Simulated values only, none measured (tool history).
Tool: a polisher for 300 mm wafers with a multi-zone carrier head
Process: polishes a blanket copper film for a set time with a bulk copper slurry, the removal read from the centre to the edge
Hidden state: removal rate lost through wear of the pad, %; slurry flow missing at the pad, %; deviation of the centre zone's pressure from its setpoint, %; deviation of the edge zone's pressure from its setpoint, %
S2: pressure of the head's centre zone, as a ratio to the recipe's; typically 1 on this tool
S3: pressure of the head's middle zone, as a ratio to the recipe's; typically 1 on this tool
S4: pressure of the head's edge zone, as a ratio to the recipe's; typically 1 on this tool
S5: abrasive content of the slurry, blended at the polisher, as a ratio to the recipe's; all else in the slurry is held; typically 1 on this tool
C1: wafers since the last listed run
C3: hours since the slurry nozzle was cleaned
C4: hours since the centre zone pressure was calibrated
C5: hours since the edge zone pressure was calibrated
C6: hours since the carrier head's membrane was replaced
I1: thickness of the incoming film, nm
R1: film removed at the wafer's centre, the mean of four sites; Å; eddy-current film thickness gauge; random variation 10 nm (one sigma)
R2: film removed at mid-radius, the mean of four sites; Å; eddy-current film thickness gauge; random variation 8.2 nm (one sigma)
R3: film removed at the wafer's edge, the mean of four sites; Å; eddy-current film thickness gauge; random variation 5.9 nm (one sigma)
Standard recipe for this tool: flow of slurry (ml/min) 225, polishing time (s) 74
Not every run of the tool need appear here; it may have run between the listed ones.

{"run": 1, "hour": 0.0, "flow of slurry (ml/min)": 225, "S2": 1, "S3": 1.09, "S4": 1, "S5": 1, "polishing time (s)": 74, "C1": 0, "wafers polished on this pad": 168, "C3": 560, "C4": 64.3, "C5": 393.2, "C6": 1263.3, "I1": 2147.8, "R1": 6933, "R2": 7640, "R3": 7120}
{"run": 2, "hour": 16.2, "flow of slurry (ml/min)": 225, "S2": 1, "S3": 1, "S4": 1, "S5": 1, "polishing time (s)": 74, "C1": 203, "wafers polished on this pad": 372, "C3": 576.2, "C4": 80.5, "C5": 409.4, "C6": 1279.5, "I1": 2130.3, "R1": 6708, "R2": 6927, "R3": 7109}
{"run": 3, "hour": 30.0, "flow of slurry (ml/min)": 180, "S2": 0.89, "S3": 0.88, "S4": 1, "S5": 1, "polishing time (s)": 58, "C1": 173, "wafers polished on this pad": 546, "C3": 590, "C4": 94.3, "C5": 423.2, "C6": 1293.3, "I1": 2091.4, "R1": 4287, "R2": 4430, "R3": 5170}
{"run": 4, "hour": 38.7, "flow of slurry (ml/min)": 225, "S2": 1, "S3": 1, "S4": 1, "S5": 0.75, "polishing time (s)": 74, "C1": 109, "wafers polished on this pad": 655, "C3": 598.7, "C4": 103, "C5": 431.9, "C6": 1302, "I1": 2141.4, "R1": 6473, "R2": 6696, "R3": 6771}
{"run": 5, "hour": 53.3, "flow of slurry (ml/min)": 225, "S2": 1.04, "S3": 1, "S4": 0.93, "S5": 1, "polishing time (s)": 60, "C1": 183, "wafers polished on this pad": 839, "C3": 613.3, "C4": 117.6, "C5": 446.5, "C6": 1316.6, "I1": 2125.4, "R1": 5505, "R2": 5476, "R3": 5397}
{"run": 6, "hour": 61.2, "flow of slurry (ml/min)": 225, "S2": 1, "S3": 1.07, "S4": 1, "S5": 1, "polishing time (s)": 74, "C1": 99, "wafers polished on this pad": 938, "C3": 621.2, "C4": 125.5, "C5": 454.4, "C6": 1324.5, "I1": 2174, "R1": 6607, "R2": 7122, "R3": 6823}
{"run": 7, "hour": 77.7, "flow of slurry (ml/min)": 250, "S2": 1, "S3": 1, "S4": 1, "S5": 0.9, "polishing time (s)": 74, "C1": 207, "wafers polished on this pad": 1146, "C3": 637.7, "C4": 142, "C5": 470.9, "C6": 1341, "I1": 2100.1, "R1": 6469, "R2": 6770, "R3": 6781}
{"run": 8, "hour": 85.0, "flow of slurry (ml/min)": 225, "S2": 0.96, "S3": 1, "S4": 1, "S5": 0.7, "polishing time (s)": 74, "C1": 91, "wafers polished on this pad": 1237, "C3": 645, "C4": 149.3, "C5": 478.2, "C6": 1348.3, "I1": 2155.5, "R1": 5812, "R2": 6299, "R3": 6359}
{"run": 9, "hour": 95.2, "flow of slurry (ml/min)": 225, "S2": 1, "S3": 1, "S4": 1, "S5": 1, "polishing time (s)": 74, "C1": 128, "wafers polished on this pad": 1366, "C3": 655.2, "C4": 159.5, "C5": 488.4, "C6": 1358.5, "I1": 2147, "R1": 6331, "R2": 6367, "R3": 6589}
{"run": 10, "hour": 111.5, "flow of slurry (ml/min)": 225, "S2": 1, "S3": 1, "S4": 1, "S5": 1, "polishing time (s)": 54, "C1": 205, "wafers polished on this pad": 1571, "C3": 671.5, "C4": 175.8, "C5": 504.7, "C6": 1374.8, "I1": 2135.4, "R1": 4410, "R2": 4556, "R3": 4666}
{"hour": 122.2, "done": "worn pad replaced by a new one"}
{"run": 11, "hour": 122.7, "flow of slurry (ml/min)": 260, "S2": 1, "S3": 1, "S4": 1, "S5": 0.75, "polishing time (s)": 74, "C1": 90, "wafers polished on this pad": 6, "C3": 682.7, "C4": 187, "C5": 515.9, "C6": 1386, "I1": 2159, "R1": 6888, "R2": 6949, "R3": 7043}
{"hour": 132.8, "done": "edge zone pressure recalibrated"}
{"hour": 134.7, "done": "carrier head's membrane replaced by a new one"}
{"run": 12, "hour": 135.2, "flow of slurry (ml/min)": 180, "S2": 1.11, "S3": 0.92, "S4": 1, "S5": 1.15, "polishing time (s)": 74, "C1": 107, "wafers polished on this pad": 114, "C3": 695.2, "C4": 199.5, "C5": 2.4, "C6": 0.5, "I1": 2098.6, "R1": 6971, "R2": 6113, "R3": 6750}
{"run": 13, "hour": 138.7, "flow of slurry (ml/min)": 225, "S2": 1, "S3": 1, "S4": 1, "S5": 1, "polishing time (s)": 74, "C1": 44, "wafers polished on this pad": 158, "C3": 698.7, "C4": 203, "C5": 5.9, "C6": 4, "I1": 2089.3, "R1": 6684, "R2": 6898, "R3": 6982}
{"run": 14, "hour": 149.2, "flow of slurry (ml/min)": 160, "S2": 1, "S3": 1.08, "S4": 1, "S5": 1.25, "polishing time (s)": 81, "C1": 132, "wafers polished on this pad": 290, "C3": 709.2, "C4": 213.5, "C5": 16.4, "C6": 14.5, "I1": 2092.3, "R1": 6515, "R2": 7114, "R3": 7173}
{"hour": 154.1, "done": "slurry nozzle cleaned"}
{"run": 15, "hour": 161.0, "flow of slurry (ml/min)": 300, "S2": 1, "S3": 1, "S4": 1, "S5": 1, "polishing time (s)": 56, "C1": 135, "wafers polished on this pad": 426, "C3": 6.9, "C4": 225.3, "C5": 28.2, "C6": 26.3, "I1": 2118.7, "R1": 6297, "R2": 6216, "R3": 6046}
{"run": 16, "hour": 168.3, "flow of slurry (ml/min)": 225, "S2": 1.1, "S3": 1.05, "S4": 1.11, "S5": 1.3, "polishing time (s)": 74, "C1": 91, "wafers polished on this pad": 518, "C3": 14.2, "C4": 232.6, "C5": 35.5, "C6": 33.6, "I1": 2127.2, "R1": 8826, "R2": 8467, "R3": 8146}
{"run": 17, "hour": 185.8, "flow of slurry (ml/min)": 155, "S2": 1, "S3": 1, "S4": 1, "S5": 0.8, "polishing time (s)": 84, "C1": 220, "wafers polished on this pad": 738, "C3": 31.7, "C4": 250.1, "C5": 53, "C6": 51.1, "I1": 2122.4, "R1": 7776, "R2": 8056, "R3": 8054}
{"run": 18, "hour": 198.5, "flow of slurry (ml/min)": 225, "S2": 1, "S3": 1, "S4": 1, "S5": 1, "polishing time (s)": 74, "C1": 159, "wafers polished on this pad": 898, "C3": 44.4, "C4": 262.8, "C5": 65.7, "C6": 63.8, "I1": 2147.2, "R1": 7550, "R2": 7491, "R3": 7463}
{"run": 19, "hour": 222.0, "flow of slurry (ml/min)": 225, "S2": 1, "S3": 0.95, "S4": 1, "S5": 1, "polishing time (s)": 52, "C1": 295, "wafers polished on this pad": 1193, "C3": 67.9, "C4": 286.3, "C5": 89.2, "C6": 87.3, "I1": 2131.2, "R1": 5003, "R2": 5012, "R3": 5142}
{"run": 20, "hour": 231.5, "flow of slurry (ml/min)": 150, "S2": 1, "S3": 1.05, "S4": 1.11, "S5": 1.15, "polishing time (s)": 74, "C1": 119, "wafers polished on this pad": 1313, "C3": 77.4, "C4": 295.8, "C5": 98.7, "C6": 96.8, "I1": 2089.5, "R1": 6560, "R2": 7021, "R3": 6935}
{"run": 21, "hour": 248.3, "flow of slurry (ml/min)": 245, "S2": 1, "S3": 1, "S4": 1, "S5": 0.9, "polishing time (s)": 98, "C1": 211, "wafers polished on this pad": 1524, "C3": 94.2, "C4": 312.6, "C5": 115.5, "C6": 113.6, "I1": 2107, "R1": 8962, "R2": 9461, "R3": 9188}
{"hour": 262.5, "done": "worn pad replaced by a new one"}
{"run": 22, "hour": 266.1, "flow of slurry (ml/min)": 225, "S2": 1, "S3": 1, "S4": 1, "S5": 1, "polishing time (s)": 74, "C1": 173, "wafers polished on this pad": 45, "C3": 112, "C4": 330.4, "C5": 133.3, "C6": 131.4, "I1": 2142.9, "R1": 7579, "R2": 7708, "R3": 7525}
{"run": 23, "hour": 283.4, "flow of slurry (ml/min)": 225, "S2": 1, "S3": 1, "S4": 1, "S5": 1, "polishing time (s)": 74, "C1": 217, "wafers polished on this pad": 263, "C3": 129.3, "C4": 347.7, "C5": 150.6, "C6": 148.7, "I1": 2132.3, "R1": 7565, "R2": 7753, "R3": 7582}

Predict each of these 3 candidate next runs independently; none follows another, all start after run 23:
{"run": "A", "hour": 283.8, "flow of slurry (ml/min)": 225, "S2": 1, "S3": 1, "S4": 1, "S5": 1, "polishing time (s)": 74, "C1": 5, "wafers polished on this pad": 268, "C3": 129.7, "C4": 348.1, "C5": 151, "C6": 149.1, "I1": 2103.7, "R1": "?", "R2": "?", "R3": "?"}
{"run": "B", "hour": 283.8, "flow of slurry (ml/min)": 225, "S2": 1, "S3": 0.89, "S4": 1.05, "S5": 1, "polishing time (s)": 74, "C1": 5, "wafers polished on this pad": 268, "C3": 129.7, "C4": 348.1, "C5": 151, "C6": 149.1, "I1": 2103.7, "R1": "?", "R2": "?", "R3": "?"}
{"run": "C", "hour": 283.8, "flow of slurry (ml/min)": 225, "S2": 1.1, "S3": 1.05, "S4": 0.96, "S5": 1, "polishing time (s)": 74, "C1": 5, "wafers polished on this pad": 268, "C3": 129.7, "C4": 348.1, "C5": 151, "C6": 149.1, "I1": 2103.7, "R1": "?", "R2": "?", "R3": "?"}

run=A R1=7577 R2=7814 R3=7628
run=B R1=7571 R2=7088 R3=7780
run=C R1=8343 R2=8140 R3=7510
The same runs, with their run-to-run variation unchanged, on a tool lacking any hidden condition would have given:
run=A R1=8072 R2=8280 R3=7985
run=B R1=8066 R2=7511 R3=8144
run=C R1=8889 R2=8625 R3=7862
